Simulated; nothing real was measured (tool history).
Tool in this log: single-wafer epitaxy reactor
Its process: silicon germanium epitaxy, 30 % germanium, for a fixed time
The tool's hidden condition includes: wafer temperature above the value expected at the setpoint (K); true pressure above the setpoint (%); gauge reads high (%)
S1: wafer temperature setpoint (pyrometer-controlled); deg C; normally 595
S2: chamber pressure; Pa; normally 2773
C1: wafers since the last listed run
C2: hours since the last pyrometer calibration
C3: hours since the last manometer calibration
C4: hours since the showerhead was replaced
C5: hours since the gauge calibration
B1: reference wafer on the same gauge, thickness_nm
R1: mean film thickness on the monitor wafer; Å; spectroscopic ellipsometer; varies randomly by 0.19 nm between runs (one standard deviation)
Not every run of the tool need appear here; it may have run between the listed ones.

run   hour   S1    S2    C1      C2      C3      C4     C5      B1      R1
  1      0  595  2773     0  1032.7  2077.4  3275.6  223.5  50.993  526.61
  2   11.6  595  3120   271  1044.3    2089  3287.2  235.1  51.013  557.51
  3   22.2  595  2773   248  1054.9  2099.6  3297.8  245.7  50.947  529.35
  4   29.9  595  2773   180  1062.6  2107.3  3305.5  253.4   50.97  531.87
  5     37  595  2773   166  1069.7  2114.4  3312.6  260.5  51.022  527.88
  6   43.4  595  2773   150  1076.1  2120.8    3319  266.9  51.068  530.68
      51.8  -- gauge calibrated
  7   52.6  595  2533   215  1085.3    2130  3328.2    0.8  50.977  512.01
  8   65.7  595  2533   307  1098.4  2143.1  3341.3   13.9  50.934  512.34
  9   75.1  595  2533   220  1107.8  2152.5  3350.7   23.3      51  510.64
 10   92.2  595  3146   400  1124.9  2169.6  3367.8   40.4  50.996  561.32
 11   99.3  595  2773   166    1132  2176.7  3374.9   47.5   51.01  530.59
 12  149.8  590  2773  1183  1182.5  2227.2  3425.4     98  50.957  491.14
 13  161.7  595  2773   278  1194.4  2239.1  3437.3  109.9  50.947  529.49
 14  174.9  595  2773   309  1207.6  2252.3  3450.5  123.1  51.026  526.61
 15    181  595  2360   142  1213.7  2258.4  3456.6  129.2  51.027  494.44
 16  189.5  604  2160   199  1222.2  2266.9  3465.1  137.7  50.987  549.13
 17  201.5  595  2773   281  1234.2  2278.9  3477.1  149.7  51.063  533.09
     214.9  -- pyrometer calibrated
 18  215.4  590  2466   138     0.5  2292.8    3491  163.6  50.993  464.79
 19  223.5  599  3186   189     8.6  2300.9  3499.1  171.7  50.985  600.06
 20    230  585  2773   152    15.1  2307.4  3505.6  178.2  50.975  452.27
 21  246.5  609  3226   386    31.6  2323.9  3522.1  194.7  50.993  711.18
 22    254  601  2213   175    39.1  2331.4  3529.6  202.2  51.006  528.76
 23    262  600  3000   187    47.1  2339.4  3537.6  210.2  50.974  597.55
 24  270.3  595  2773   194    55.4  2347.7  3545.9  218.5  51.087  533.84
     296.1  -- gauge calibrated
     320.3  -- capacitance manometer re-zeroed and calibrated
     328.7  -- showerhead replaced
 25  329.2  581  3013  1005   114.3     8.9     0.5   33.1  51.022  436.48
 26  336.7  595  2200   175   121.8    16.4       8   40.6  50.967  480.53
 27  369.3  595  2133   764   154.4      49    40.6   73.2  51.014  473.28
 28  380.3  601  2773   257   165.4      60    51.6   84.2   50.99  581.78
 29  416.6  595  2773   850   201.7    96.3    87.9  120.5  50.993  528.91

Each row is a separate what-if for the run after 29, all from the same tool condition, not one after another. Results?
  A   417  595  2773   9  202.1  96.7  88.3  120.9   ?   ?
  B   417  600  2773   9  202.1  96.7  88.3  120.9   ?   ?
  C   417  605  2546   9  202.1  96.7  88.3  120.9   ?   ?

run      B1      R1
  A  51.003  534.04
  B  51.003  579.03
  C  51.003   604.2
Had the tool no hidden state, the same runs would have come out as:
run      R1
  A  534.04
  B  579.03
  C   604.2
